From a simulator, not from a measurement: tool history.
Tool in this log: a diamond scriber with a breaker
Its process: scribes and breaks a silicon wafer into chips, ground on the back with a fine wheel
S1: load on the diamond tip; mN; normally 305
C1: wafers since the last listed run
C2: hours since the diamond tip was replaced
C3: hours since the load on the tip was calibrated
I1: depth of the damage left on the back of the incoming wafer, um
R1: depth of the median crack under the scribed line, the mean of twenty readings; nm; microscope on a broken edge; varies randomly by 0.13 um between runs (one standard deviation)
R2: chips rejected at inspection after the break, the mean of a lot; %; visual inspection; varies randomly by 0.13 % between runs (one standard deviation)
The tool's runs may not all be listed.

{"run": 1, "hour": 0.0, "S1": 305, "C1": 0, "C2": 276.3, "C3": 126, "I1": 1.83, "R1": 7510, "R2": 1.82}
{"run": 2, "hour": 72.5, "S1": 363, "C1": 157, "C2": 348.8, "C3": 198.5, "I1": 2.39, "R1": 8030, "R2": 2.73}
{"run": 3, "hour": 148.4, "S1": 363, "C1": 165, "C2": 424.7, "C3": 274.4, "I1": 2.93, "R1": 7980, "R2": 4.33}
{"run": 4, "hour": 208.5, "S1": 361, "C1": 130, "C2": 484.8, "C3": 334.5, "I1": 1.58, "R1": 7830, "R2": 1.35}
{"run": 5, "hour": 280.6, "S1": 251, "C1": 156, "C2": 556.9, "C3": 406.6, "I1": 2.98, "R1": 6080, "R2": 14.75}
{"run": 6, "hour": 354.9, "S1": 235, "C1": 161, "C2": 631.2, "C3": 480.9, "I1": 1.89, "R1": 5710, "R2": 10.22}
{"hour": 365.1, "done": "diamond tip replaced by a new one"}
{"hour": 412.8, "done": "load on the tip recalibrated"}
{"run": 7, "hour": 416.7, "S1": 235, "C1": 125, "C2": 51.6, "C3": 3.9, "I1": 2.05, "R1": 6460, "R2": 6.72}
{"run": 8, "hour": 521.6, "S1": 394, "C1": 228, "C2": 156.5, "C3": 108.8, "I1": 1.58, "R1": 8700, "R2": 2.28}
{"run": 9, "hour": 600.8, "S1": 334, "C1": 172, "C2": 235.7, "C3": 188, "I1": 2.29, "R1": 7460, "R2": 2.89}
{"run": 10, "hour": 674.9, "S1": 345, "C1": 161, "C2": 309.8, "C3": 262.1, "I1": 2.64, "R1": 7540, "R2": 4.1}
{"run": 11, "hour": 724.8, "S1": 263, "C1": 108, "C2": 359.7, "C3": 312, "I1": 1.93, "R1": 6210, "R2": 6.22}
{"run": 12, "hour": 816.5, "S1": 271, "C1": 199, "C2": 451.4, "C3": 403.7, "I1": 2.23, "R1": 6240, "R2": 7.35}
{"run": 13, "hour": 871.2, "S1": 339, "C1": 119, "C2": 506.1, "C3": 458.4, "I1": 1.71, "R1": 7460, "R2": 1.75}
{"hour": 939.2, "done": "load on the tip recalibrated"}
{"run": 14, "hour": 957.9, "S1": 359, "C1": 184, "C2": 592.8, "C3": 18.7, "I1": 2.17, "R1": 8530, "R2": 2.86}
{"run": 15, "hour": 996.8, "S1": 305, "C1": 84, "C2": 631.7, "C3": 57.6, "I1": 2.86, "R1": 7510, "R2": 4.94}

Consider 4 possible next runs. They are alternatives, not a sequence: every one starts from the tool as it was left by run 15. What does each give?
{"run": "A", "hour": 997.5, "S1": 305, "C1": 1, "C2": 632.4, "C3": 58.3, "I1": 2.35, "R1": "?", "R2": "?"}
{"run": "B", "hour": 997.5, "S1": 244, "C1": 1, "C2": 632.4, "C3": 58.3, "I1": 2.35, "R1": "?", "R2": "?"}
{"run": "C", "hour": 997.5, "S1": 236, "C1": 1, "C2": 632.4, "C3": 58.3, "I1": 2.35, "R1": "?", "R2": "?"}
{"run": "D", "hour": 997.5, "S1": 213, "C1": 1, "C2": 632.4, "C3": 58.3, "I1": 2.35, "R1": "?", "R2": "?"}

run=A R1=7350 R2=2.92
run=B R1=6290 R2=7.03
run=C R1=6150 R2=8.04
run=D R1=5720 R2=11.77
Had the tool no hidden state, the same runs would have come out as:
run=A R1=7530 R2=2.7
run=B R1=6450 R2=6.09
run=C R1=6300 R2=7
run=D R1=5860 R2=10.43
